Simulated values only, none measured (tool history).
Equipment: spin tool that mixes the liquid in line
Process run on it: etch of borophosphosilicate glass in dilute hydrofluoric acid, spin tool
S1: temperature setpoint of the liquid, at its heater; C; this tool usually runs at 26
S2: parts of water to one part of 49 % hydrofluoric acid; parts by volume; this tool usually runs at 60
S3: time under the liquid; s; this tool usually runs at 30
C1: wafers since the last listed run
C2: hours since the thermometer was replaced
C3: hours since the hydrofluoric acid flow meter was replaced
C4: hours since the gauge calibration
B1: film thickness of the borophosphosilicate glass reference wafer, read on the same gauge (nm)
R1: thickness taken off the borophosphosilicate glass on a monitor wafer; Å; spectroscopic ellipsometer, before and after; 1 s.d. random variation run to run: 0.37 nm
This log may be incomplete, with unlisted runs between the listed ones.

| run | hour | S1 | S2 | S3 | C1 | C2 | C3 | C4 | B1 | R1 |
|---|---|---|---|---|---|---|---|---|---|---|
| 1 | 0 | 26 | 45 | 25 | 0 | 2074.5 | 987.1 | 361.1 | 50.01 | 567.5 |
| 2 | 32.5 | 26 | 60 | 30 | 384 | 2107 | 1019.6 | 393.6 | 50 | 496 |
| 3 | 63.1 | 26 | 60 | 30 | 361 | 2137.6 | 1050.2 | 424.2 | 49.99 | 505.5 |
| 4 | 79.6 | 26 | 80 | 30 | 195 | 2154.1 | 1066.7 | 440.7 | 50 | 367.1 |
| 5 | 177.8 | 26 | 60 | 30 | 1160 | 2252.3 | 1164.9 | 538.9 | 50.02 | 497.7 |
| 6 | 205 | 26 | 60 | 30 | 321 | 2279.5 | 1192.1 | 566.1 | 49.98 | 507 |
| 7 | 232.6 | 26 | 60 | 30 | 326 | 2307.1 | 1219.7 | 593.7 | 50 | 500.1 |
| 8 | 245.1 | 26 | 60 | 30 | 147 | 2319.6 | 1232.2 | 606.2 | 49.97 | 512 |
| 9 | 281 | 26 | 60 | 30 | 424 | 2355.5 | 1268.1 | 642.1 | 49.97 | 502.5 |
| 10 | 311.1 | 26 | 40 | 40 | 355 | 2385.6 | 1298.2 | 672.2 | 49.99 | 1031.6 |
|  | 326.4 | gauge calibrated |
| 11 | 331.6 | 26 | 60 | 30 | 242 | 2406.1 | 1318.7 | 5.2 | 50.02 | 501.7 |
| 12 | 367 | 23.5 | 60 | 30 | 418 | 2441.5 | 1354.1 | 40.6 | 50 | 455 |
|  | 369.9 | thermometer replaced |
| 13 | 398.1 | 26 | 60 | 30 | 355 | 28.2 | 1385.2 | 71.7 | 50 | 505 |
| 14 | 414.3 | 26 | 60 | 30 | 191 | 44.4 | 1401.4 | 87.9 | 50.01 | 494.6 |
| 15 | 441.7 | 26 | 60 | 30 | 323 | 71.8 | 1428.8 | 115.3 | 50 | 507.6 |
| 16 | 529.7 | 26 | 60 | 30 | 1040 | 159.8 | 1516.8 | 203.3 | 49.98 | 496.1 |
| 17 | 547.4 | 26 | 60 | 30 | 209 | 177.5 | 1534.5 | 221 | 50 | 510.1 |
| 18 | 563.1 | 26 | 60 | 45 | 185 | 193.2 | 1550.2 | 236.7 | 50.01 | 760.6 |
| 19 | 580.6 | 26 | 60 | 30 | 206 | 210.7 | 1567.7 | 254.2 | 50.01 | 503.9 |
| 20 | 600.1 | 26 | 35 | 30 | 230 | 230.2 | 1587.2 | 273.7 | 50.01 | 880.6 |
| 21 | 612.6 | 26 | 60 | 30 | 147 | 242.7 | 1599.7 | 286.2 | 50.01 | 503 |
|  | 643.9 | hydrofluoric acid flow meter replaced |
| 22 | 675.5 | 26 | 60 | 30 | 731 | 305.6 | 31.6 | 349.1 | 50 | 500.9 |
| 23 | 702.1 | 29 | 60 | 35 | 314 | 332.2 | 58.2 | 375.7 | 49.99 | 653 |
| 24 | 735.6 | 23.5 | 45 | 45 | 395 | 365.7 | 91.7 | 409.2 | 50 | 928.8 |
| 25 | 759.8 | 30 | 40 | 35 | 286 | 389.9 | 115.9 | 433.4 | 50 | 1049.3 |
| 26 | 791.4 | 26 | 85 | 30 | 373 | 421.5 | 147.5 | 465 | 49.98 | 345.3 |
| 27 | 819.1 | 27.5 | 35 | 30 | 327 | 449.2 | 175.2 | 492.7 | 50.01 | 940.7 |
| 28 | 832.3 | 26 | 60 | 15 | 156 | 462.4 | 188.4 | 505.9 | 49.98 | 252.8 |
| 29 | 858.7 | 26 | 60 | 20 | 312 | 488.8 | 214.8 | 532.3 | 50 | 335.5 |
| 30 | 881.1 | 21 | 80 | 15 | 264 | 511.2 | 237.2 | 554.7 | 50 | 150.6 |
| 31 | 914.2 | 30.5 | 60 | 30 | 391 | 544.3 | 270.3 | 587.8 | 50 | 600.5 |

Predict each of these 5 candidate next runs independently; none follows another, all start after run 31:
| A | 914.6 | 26 | 60 | 30 | 4 | 544.7 | 270.7 | 588.2 | ? | ? |
| B | 914.6 | 26 | 60 | 40 | 4 | 544.7 | 270.7 | 588.2 | ? | ? |
| C | 914.6 | 26 | 70 | 15 | 4 | 544.7 | 270.7 | 588.2 | ? | ? |
| D | 914.6 | 30 | 35 | 45 | 4 | 544.7 | 270.7 | 588.2 | ? | ? |
| E | 914.6 | 21.5 | 70 | 15 | 4 | 544.7 | 270.7 | 588.2 | ? | ? |

| run | B1 | R1 |
|---|---|---|
| A | 50 | 504.1 |
| B | 50 | 672.1 |
| C | 50 | 213.1 |
| D | 50 | 1577.9 |
| E | 50 | 177.5 |
Without the tool's hidden state the same runs would have given:
| run | R1 |
|---|---|
| A | 504.1 |
| B | 672.1 |
| C | 213.1 |
| D | 1577.9 |
| E | 177.5 |
